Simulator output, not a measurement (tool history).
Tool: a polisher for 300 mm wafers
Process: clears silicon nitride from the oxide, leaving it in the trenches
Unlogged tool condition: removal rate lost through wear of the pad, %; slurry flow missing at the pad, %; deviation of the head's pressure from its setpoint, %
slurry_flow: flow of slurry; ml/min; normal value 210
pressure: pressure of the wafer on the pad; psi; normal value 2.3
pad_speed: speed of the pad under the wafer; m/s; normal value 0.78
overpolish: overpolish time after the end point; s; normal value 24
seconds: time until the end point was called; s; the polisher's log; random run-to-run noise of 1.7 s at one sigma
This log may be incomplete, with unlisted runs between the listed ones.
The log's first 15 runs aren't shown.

run      day  slurry_flow  pressure  pad_speed  overpolish  wafers since the last listed run  wafers polished on this pad  hours since the slurry nozzle was cleaned  hours since the head pressure was calibrated  incoming thickness of the incoming film, nm  seconds
 16   50.021          210       2.3       0.78          24                               662                         1431                                      544.0                                         305.0                                         75.5    116.3
 17   52.329          210       2.3       0.78          24                               401                         1833                                      599.4                                         360.4                                         75.4    120.5
      57.867  -- slurry nozzle cleaned
 18   61.654          210       2.3       0.78          24                              1615                         3449                                       90.9                                         584.2                                         74.0    115.4
      64.467  -- worn pad replaced by a new one
 19   65.896          210       2.7       0.86          15                               709                          249                                      192.7                                         686.0                                         75.0     92.0
 20   69.675          185       2.7       0.60          17                               657                          906                                      283.4                                         776.7                                         76.1    126.6
      70.671  -- head pressure recalibrated
 21   72.554          210       2.3       0.96          24                               486                         1393                                      352.5                                          45.2                                         74.5     95.8
 22   74.871          275       2.3       0.78          33                               403                         1796                                      408.1                                         100.8                                         76.1    114.0
 23   78.275          160       2.3       0.78          24                               592                         2389                                      489.8                                         182.5                                         76.6    123.5
 24   80.246          210       2.3       0.78          24                               343                         2732                                      537.1                                         229.8                                         74.7    115.0
 25   82.967          150       2.3       0.78          31                               473                         3206                                      602.4                                         295.1                                         74.8    125.3
 26   84.538          210       2.3       0.78          24                               273                         3479                                      640.1                                         332.8                                         76.0    118.2
 27   86.546          210       2.0       1.00          24                               349                         3829                                      688.3                                         381.0                                         75.3    109.5
      88.242  -- slurry nozzle cleaned
 28   89.533          210       2.3       0.78          24                               512                         4341                                       31.0                                         452.7                                         74.7    114.4
      91.117  -- worn pad replaced by a new one
 29   93.850          210       2.3       0.78          33                               722                          476                                      134.6                                         556.3                                         75.0    117.6
 30   97.662          210       2.3       0.78          24                               663                         1139                                      226.1                                         647.8                                         74.1    116.5
     100.367  -- head pressure recalibrated
 31  100.908          210       2.3       1.00          24                               550                         1690                                      304.0                                          13.0                                         74.0     95.2
 32  104.725          210       2.3       0.78          24                               664                         2354                                      395.6                                         104.6                                         76.2    119.7
 33  107.721          150       2.3       0.78          24                               521                         2876                                      467.5                                         176.5                                         76.3    126.2
 34  111.454          210       2.3       0.78          24                               649                         3525                                      557.1                                         266.1                                         74.9    119.3
     113.267  -- slurry nozzle cleaned
 35  113.512          260       2.3       0.78          13                               351                         3877                                        5.9                                         315.5                                         74.7    114.7
     116.379  -- worn pad replaced by a new one
 36  118.000          210       2.3       0.90          33                               752                          282                                      113.6                                         423.2                                         75.0    103.3

Here are 3 independent what-if runs from the current tool condition. What would each one return?
  A  118.021          210       2.3       0.78          24                                 3                          285                                      114.1                                         423.7                                         73.8        ?
  B  118.021          135       2.3       0.52          12                                 3                          285                                      114.1                                         423.7                                         73.8        ?
  C  118.021          160       2.9       0.78          28                                 3                          285                                      114.1                                         423.7                                         73.8        ?

run  seconds
  A    114.9
  B    172.2
  C     95.3
Take away the tool's hidden state, keep each run's random variation, and the runs would have read:
run  seconds
  A    114.9
  B    172.2
  C     95.3

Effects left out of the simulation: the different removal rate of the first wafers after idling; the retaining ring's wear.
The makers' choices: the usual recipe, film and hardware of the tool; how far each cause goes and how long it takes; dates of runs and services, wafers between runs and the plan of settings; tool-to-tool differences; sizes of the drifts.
